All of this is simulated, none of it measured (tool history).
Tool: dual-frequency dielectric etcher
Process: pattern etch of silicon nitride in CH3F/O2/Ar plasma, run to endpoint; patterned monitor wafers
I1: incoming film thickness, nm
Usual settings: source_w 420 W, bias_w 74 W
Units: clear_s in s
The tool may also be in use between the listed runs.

{"run": 1, "hour": 0.0, "source_w": 420, "bias_w": 83, "I1": 28.44, "clear_s": 37.5}
{"run": 2, "hour": 12.5, "source_w": 420, "bias_w": 74, "I1": 28.13, "clear_s": 38.1}
{"run": 3, "hour": 57.9, "source_w": 420, "bias_w": 62, "I1": 28.17, "clear_s": 40.4}
{"run": 4, "hour": 70.7, "source_w": 420, "bias_w": 62, "I1": 28.16, "clear_s": 40.2}
{"run": 5, "hour": 86.6, "source_w": 420, "bias_w": 63, "I1": 28.23, "clear_s": 40.3}
{"run": 6, "hour": 102.0, "source_w": 420, "bias_w": 63, "I1": 28.41, "clear_s": 40.2}
{"run": 7, "hour": 117.6, "source_w": 390, "bias_w": 74, "I1": 28.44, "clear_s": 40.0}
{"run": 8, "hour": 128.9, "source_w": 390, "bias_w": 74, "I1": 28.67, "clear_s": 40.7}
{"run": 9, "hour": 137.9, "source_w": 420, "bias_w": 74, "I1": 28.5, "clear_s": 39.0}
{"run": 10, "hour": 147.6, "source_w": 420, "bias_w": 74, "I1": 28.25, "clear_s": 38.5}
{"run": 11, "hour": 155.4, "source_w": 420, "bias_w": 74, "I1": 28.56, "clear_s": 39.5}
{"run": 12, "hour": 169.1, "source_w": 420, "bias_w": 74, "I1": 28.44, "clear_s": 38.8}
{"hour": 197.8, "done": "wet clean of the chamber"}
{"run": 13, "hour": 198.3, "source_w": 420, "bias_w": 74, "I1": 28.28, "clear_s": 37.7}
{"hour": 205.5, "done": "bias power generator calibrated"}
{"hour": 246.4, "done": "upper electrode replaced"}
{"run": 14, "hour": 246.9, "source_w": 420, "bias_w": 74, "I1": 28.13, "clear_s": 37.3}
{"run": 15, "hour": 247.2, "source_w": 420, "bias_w": 74, "I1": 28.11, "clear_s": 37.8}
{"run": 16, "hour": 247.5, "source_w": 420, "bias_w": 74, "I1": 28.21, "clear_s": 37.4}
{"hour": 251.9, "done": "source power generator calibrated"}
{"run": 17, "hour": 255.9, "source_w": 510, "bias_w": 59, "I1": 28.41, "clear_s": 36.5}
{"run": 18, "hour": 263.9, "source_w": 510, "bias_w": 74, "I1": 28.46, "clear_s": 34.6}
{"run": 19, "hour": 275.7, "source_w": 420, "bias_w": 74, "I1": 28.16, "clear_s": 37.6}
{"run": 20, "hour": 283.3, "source_w": 500, "bias_w": 67, "I1": 28.2, "clear_s": 35.7}
{"run": 21, "hour": 299.4, "source_w": 420, "bias_w": 74, "I1": 28.75, "clear_s": 38.6}
{"run": 22, "hour": 305.9, "source_w": 370, "bias_w": 74, "I1": 27.98, "clear_s": 40.1}

The next listed run, before its measurement:
{"run": 23, "hour": 319.1, "source_w": 360, "bias_w": 64, "I1": 28.37, "clear_s": "?"}

clear_s: 42.7 s
Without the tool's hidden state the same run would have given clear_s 42.5 s.
